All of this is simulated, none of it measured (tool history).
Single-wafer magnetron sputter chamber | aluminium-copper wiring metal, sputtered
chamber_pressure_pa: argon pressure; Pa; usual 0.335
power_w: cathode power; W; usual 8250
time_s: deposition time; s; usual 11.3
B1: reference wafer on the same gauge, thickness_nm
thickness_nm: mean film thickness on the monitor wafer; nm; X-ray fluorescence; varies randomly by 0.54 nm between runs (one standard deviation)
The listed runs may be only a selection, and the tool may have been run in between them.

Run 1, hour 0.0: usual settings; B1 214.364. Result: thickness_nm 177.557 nm.
Run 2, hour 86.6: usual settings; B1 213.938. Result: thickness_nm 177.054 nm.
Run 3, hour 150.0: usual settings; B1 214.089. Result: thickness_nm 176.556 nm.
Run 4, hour 241.3: usual settings; B1 214.073. Result: thickness_nm 174.891 nm.
At hour 281.5: gauge calibrated.
At hour 283.8: sputter target and shields replaced.
Run 5, hour 285.3: usual settings; B1 214.008. Result: thickness_nm 179.252 nm.
Run 6, hour 551.2: usual settings; B1 214.036. Result: thickness_nm 177.153 nm.
Run 7, hour 628.2: usual settings but chamber_pressure_pa 0.436 Pa; B1 213.910. Result: thickness_nm 168.239 nm.
At hour 696.0: sputter target and shields replaced.
Run 8, hour 714.6: usual settings but time_s 10.3 s; B1 213.883. Result: thickness_nm 164.034 nm.
Run 9, hour 759.3: usual settings but time_s 10.3 s; B1 214.002. Result: thickness_nm 162.995 nm.
Run 10, hour 807.6: usual settings but power_w 9650 W, time_s 10.1 s; B1 214.067. Result: thickness_nm 187.913 nm.
Run 11, hour 873.8: usual settings but time_s 12.7 s; B1 213.915. Result: thickness_nm 200.304 nm.
Run 12, hour 943.1: usual settings but time_s 12.7 s; B1 213.857. Result: thickness_nm 199.216 nm.
Run 13, hour 1024.5: usual settings but time_s 12.6 s; B1 214.118. Result: thickness_nm 196.986 nm.
Run 14, hour 1130.4: usual settings but time_s 12.6 s; B1 214.161. Result: thickness_nm 194.167 nm.
At hour 1178.9: sputter target and shields replaced.
Run 15, hour 1198.6: usual settings but time_s 12.6 s; B1 213.971. Result: thickness_nm 199.958 nm.
Run 16, hour 1291.1: usual settings but chamber_pressure_pa 0.441 Pa, power_w 9100 W, time_s 13.6 s; B1 214.149. Result: thickness_nm 225.832 nm.
Run 17, hour 1347.7: usual settings; B1 214.054. Result: thickness_nm 177.961 nm.
Run 18, hour 1408.4: usual settings but chamber_pressure_pa 0.402 Pa, power_w 6300 W, time_s 9.2 s; B1 213.852. Result: thickness_nm 106.863 nm.
At hour 1465.1: capacitance manometer re-zeroed and calibrated.
Run 19, hour 1469.7: usual settings but power_w 9200 W; B1 213.961. Result: thickness_nm 196.424 nm.
At hour 1501.6: gauge calibrated.
Run 20, hour 1516.8: usual settings but chamber_pressure_pa 0.223 Pa, power_w 8850 W, time_s 9.8 s; B1 213.834. Result: thickness_nm 171.874 nm.
At hour 1573.3: magnet pack replaced, of another model than before.
At hour 1596.2: sputter target and shields replaced.
Run 21, hour 1624.3: usual settings; B1 214.070. Result: thickness_nm 178.581 nm.
Run 22, hour 1670.1: usual settings but chamber_pressure_pa 0.409 Pa, power_w 9350 W, time_s 9.1 s; B1 214.218. Result: thickness_nm 154.975 nm.
Run 23, hour 1706.7: usual settings but chamber_pressure_pa 0.389 Pa, power_w 6800 W, time_s 12.7 s; B1 214.121. Result: thickness_nm 158.767 nm.
Run 24, hour 1760.3: usual settings but chamber_pressure_pa 0.386 Pa; B1 213.764. Result: thickness_nm 170.774 nm.
Run 25, hour 1864.5: usual settings but power_w 7250 W; B1 213.981. Result: thickness_nm 155.733 nm.
Run 26, hour 1960.5: usual settings but chamber_pressure_pa 0.415 Pa, power_w 6900 W, time_s 9.9 s; B1 213.863. Result: thickness_nm 121.751 nm.
At hour 2024.0: sputter target and shields replaced.
Run 27, hour 2062.5: usual settings but power_w 10100 W, time_s 13.4 s; B1 213.991. Result: thickness_nm 259.432 nm.
Run 28, hour 2145.4: usual settings but chamber_pressure_pa 0.393 Pa, time_s 10.0 s; B1 214.002. Result: thickness_nm 151.494 nm.
Run 29, hour 2201.8: usual settings but chamber_pressure_pa 0.273 Pa, power_w 6400 W, time_s 10.4 s; B1 213.912. Result: thickness_nm 131.527 nm.

Run 30, settings as shown, results not yet in. Your forecast:
Run 30, hour 2306.5: usual settings; B1 ?. Result: thickness_nm ?.

B1: 214.165
thickness_nm: 176.695 nm
With the hidden condition absent and the run-to-run variation left alone, this run would have shown thickness_nm 180.271 nm.

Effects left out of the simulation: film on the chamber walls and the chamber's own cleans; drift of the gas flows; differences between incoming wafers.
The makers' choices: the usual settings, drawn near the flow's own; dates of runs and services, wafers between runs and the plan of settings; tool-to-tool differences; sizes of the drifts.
